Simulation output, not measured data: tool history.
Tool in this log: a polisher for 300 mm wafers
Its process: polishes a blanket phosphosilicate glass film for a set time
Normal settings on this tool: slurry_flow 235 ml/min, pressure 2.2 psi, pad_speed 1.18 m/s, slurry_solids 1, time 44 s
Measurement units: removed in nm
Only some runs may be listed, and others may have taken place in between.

run,hour,slurry_flow,pressure,pad_speed,slurry_solids,time,"incoming thickness of the incoming film, nm",removed
1,0,235,2.2,1.18,1,44,1961.7,322.5
# hour 34.7: worn pad replaced by a new one
2,35.2,235,2.2,1.18,1,44,1942.6,338.5
3,51.2,235,2.2,1.18,1,44,1937.5,334.2
4,75.1,235,2.2,1.18,0.8,44,1958.2,292.2
5,102.6,235,2.2,1.18,1,32,1981.3,236
6,119.5,235,2.2,1.18,1,44,1966.8,322
# hour 126.4: slurry blender recalibrated
7,140.8,235,2.2,1.18,0.85,53,1930,352.3
# hour 154.7: worn pad replaced by a new one
8,167,175,2.2,1.18,1,44,1964.5,319.5
9,182.4,175,2.2,1.18,1,44,1946.2,316.8
10,207.5,175,2.2,1.18,1,44,1947.5,312
11,225,235,2.2,1.38,1,44,1941.2,354.4
12,237.6,235,2.2,1.38,1,44,1955.3,351.4
# hour 270.1: worn pad replaced by a new one
13,270.6,235,2.9,1.02,1.1,37,1966.1,357.9
14,280.9,215,1.9,1.18,1.15,37,1962.1,257.7
15,293.7,235,2.6,1.58,1,44,2003.2,477.8
# hour 308.1: slurry nozzle cleaned
16,312,235,2.2,1.18,0.85,53,1961.7,371.2
# hour 319.1: conditioning disc replaced and pad reconditioned
17,338.9,235,1.7,0.94,1,55,1932.4,278.4
18,369.5,235,2.2,1.3,0.8,50,1968.1,344.4
# hour 383.7: worn pad replaced by a new one
# hour 392.7: head pressure recalibrated
19,402.1,235,2.2,1.18,0.9,33,1950.5,239.4
20,432.8,235,2.2,1.18,1,44,1959.3,327.4
21,467.6,235,1.5,1.18,0.7,44,1976.9,177.4
22,483.4,180,2.2,1.18,1,44,1975.1,309.8
# hour 496.6: slurry blender recalibrated
23,499.8,180,2.2,1.18,1,44,1977.2,301.7
# hour 510.9: worn pad replaced by a new one
24,598,310,1.9,1.48,0.7,44,1955,270.9
25,620.8,190,2,1.18,1.15,44,1956.5,300.6

For each run, the measured value with the value that run would have given without the tool's hidden condition subtracted. The run-to-run variation is shared by both, the gauge scatter possibly not:
Hidden conditions of the tool in this case: removal rate lost through wear of the pad, %; slurry flow missing at the pad, %; deviation of the head's pressure from its setpoint, %; abrasive missing from the slurry, %; time polished since the conditioner stopped cutting, s.
run,removed
1,-15
2,-1.2
3,-4.4
4,-8.1
5,-10.7
6,-18.2
7,-24.8
8,-4.1
9,-7.1
10,-11.9
11,-17.4
12,-20.3
13,-0.3
14,-1.8
15,-7
16,-9.6
17,-11.9
18,-21.6
19,-3.8
20,-11.4
21,-10.2
22,-21
23,-23.7
24,-16.9
25,-23.4

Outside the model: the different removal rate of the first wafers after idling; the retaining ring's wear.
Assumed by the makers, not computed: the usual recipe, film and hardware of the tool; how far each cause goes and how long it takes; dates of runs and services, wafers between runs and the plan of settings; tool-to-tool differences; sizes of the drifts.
